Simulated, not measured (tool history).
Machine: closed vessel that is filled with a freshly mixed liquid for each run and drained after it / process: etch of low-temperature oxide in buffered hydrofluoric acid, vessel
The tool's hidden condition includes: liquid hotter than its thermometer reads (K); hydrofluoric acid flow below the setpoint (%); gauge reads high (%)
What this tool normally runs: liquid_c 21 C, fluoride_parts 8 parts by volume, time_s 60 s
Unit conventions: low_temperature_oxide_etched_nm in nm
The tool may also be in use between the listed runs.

| run | hour | liquid_c | fluoride_parts | time_s | wafers since the last listed run | hours since the thermometer was replaced | hours since the hydrofluoric acid flow meter was replaced | hours since the gauge calibration | read-back film thickness of the low-temperature oxide reference wafer, read on the same gauge (nm) | low_temperature_oxide_etched_nm |
|---|---|---|---|---|---|---|---|---|---|---|
| 1 | 0 | 21 | 8 | 60 | 0 | 706.3 | 216.7 | 218.8 | 149.97 | 237.29 |
| 2 | 25.7 | 21 | 8 | 60 | 2806 | 732 | 242.4 | 244.5 | 150.01 | 232.7 |
| 3 | 43.4 | 21 | 8 | 60 | 1932 | 749.7 | 260.1 | 262.2 | 149.99 | 235.47 |
| 4 | 72 | 25 | 9.5 | 60 | 3122 | 778.3 | 288.7 | 290.8 | 150.02 | 247.35 |
| 5 | 91 | 25 | 9.5 | 60 | 2074 | 797.3 | 307.7 | 309.8 | 150.01 | 247.77 |
| 6 | 125.5 | 21 | 8 | 60 | 3766 | 831.8 | 342.2 | 344.3 | 150.01 | 238.12 |
| 7 | 181.6 | 21 | 8 | 60 | 6125 | 887.9 | 398.3 | 400.4 | 150.02 | 235.81 |
|  | 197.7 | thermometer replaced |
| 8 | 210.8 | 21 | 8 | 60 | 3079 | 13.1 | 427.5 | 429.6 | 149.95 | 226.71 |
| 9 | 240.9 | 25 | 8 | 60 | 3286 | 43.2 | 457.6 | 459.7 | 149.96 | 281.78 |
| 10 | 264 | 25 | 8 | 60 | 2522 | 66.3 | 480.7 | 482.8 | 150.02 | 282.26 |
| 11 | 296.2 | 21 | 8 | 60 | 3515 | 98.5 | 512.9 | 515 | 149.99 | 226.9 |
| 12 | 318.3 | 21 | 8 | 60 | 2413 | 120.6 | 535 | 537.1 | 150 | 225.81 |
| 13 | 331.7 | 21 | 8 | 60 | 1463 | 134 | 548.4 | 550.5 | 150.01 | 226.53 |
| 14 | 361.2 | 21 | 8 | 60 | 3221 | 163.5 | 577.9 | 580 | 150.05 | 227.72 |
|  | 384.4 | gauge calibrated |
| 15 | 391.8 | 18.5 | 5 | 95 | 3341 | 194.1 | 608.5 | 7.4 | 149.97 | 486.01 |
| 16 | 405.6 | 21 | 9.5 | 60 | 1506 | 207.9 | 622.3 | 21.2 | 149.99 | 193.9 |
| 17 | 427.9 | 21 | 7 | 60 | 2434 | 230.2 | 644.6 | 43.5 | 149.98 | 265.65 |
|  | 432.2 | hydrofluoric acid flow meter replaced |
| 18 | 453.1 | 25 | 9.5 | 60 | 2642 | 255.4 | 20.9 | 68.7 | 149.98 | 240.42 |
| 19 | 466.9 | 25 | 9.5 | 60 | 1506 | 269.2 | 34.7 | 82.5 | 150.01 | 241.87 |
| 20 | 501.8 | 21 | 8 | 60 | 3810 | 304.1 | 69.6 | 117.4 | 150 | 228.58 |
| 21 | 533.8 | 21 | 8 | 60 | 3493 | 336.1 | 101.6 | 149.4 | 150 | 229.54 |
| 22 | 639.4 | 25.5 | 6.5 | 60 | 11530 | 441.7 | 207.2 | 255 | 149.98 | 363.37 |
| 23 | 664 | 17.5 | 7 | 30 | 2685 | 466.3 | 231.8 | 279.6 | 149.99 | 110.2 |
| 24 | 695.7 | 21 | 8 | 35 | 3461 | 498 | 263.5 | 311.3 | 150.01 | 135.59 |
| 25 | 715.6 | 18 | 11 | 40 | 2172 | 517.9 | 283.4 | 331.2 | 149.98 | 97.73 |
| 26 | 750.6 | 21 | 6.5 | 60 | 3821 | 552.9 | 318.4 | 366.2 | 149.97 | 284.87 |
| 27 | 779.3 | 21 | 8 | 60 | 3133 | 581.6 | 347.1 | 394.9 | 149.99 | 233.54 |
| 28 | 812.8 | 25 | 10.5 | 90 | 3657 | 615.1 | 380.6 | 428.4 | 150.01 | 342.16 |
| 29 | 828 | 23 | 6.5 | 60 | 1659 | 630.3 | 395.8 | 443.6 | 149.96 | 318.66 |
| 30 | 844.1 | 21 | 8 | 60 | 1757 | 646.4 | 411.9 | 459.7 | 149.98 | 235.4 |
| 31 | 867.1 | 23.5 | 9.5 | 40 | 2511 | 669.4 | 434.9 | 482.7 | 150 | 152.27 |

How would selected steps in low_temperature_oxide_etched_nm from run to run divide? Give the signed amount a tool lacking its hidden state would still show from settings, what came in and random variation, and the signed amount left for the hidden state, including any gauge scatter that is not in both of the compared results.
Run 7 -> 8: thermometer replaced. low_temperature_oxide_etched_nm -9.1 nm: hidden state -9.86, all else +0.76.
Run 14 -> 15: liquid_c 21 -> 18.5, fluoride_parts 8 -> 5, time_s 60 -> 95, gauge calibrated. low_temperature_oxide_etched_nm +258.29 nm: hidden state +2.87, all else +255.42.
Run 15 -> 16: liquid_c 18.5 -> 21, fluoride_parts 5 -> 9.5, time_s 95 -> 60. low_temperature_oxide_etched_nm -292.11 nm: hidden state -2.7, all else -289.41.
Run 22 -> 23: liquid_c 25.5 -> 17.5, fluoride_parts 6.5 -> 7, time_s 60 -> 30. low_temperature_oxide_etched_nm -253.17 nm: hidden state -4.89, all else -248.28.
Run 25 -> 26: liquid_c 18 -> 21, fluoride_parts 11 -> 6.5, time_s 40 -> 60. low_temperature_oxide_etched_nm +187.14 nm: hidden state +4.92, all else +182.22.
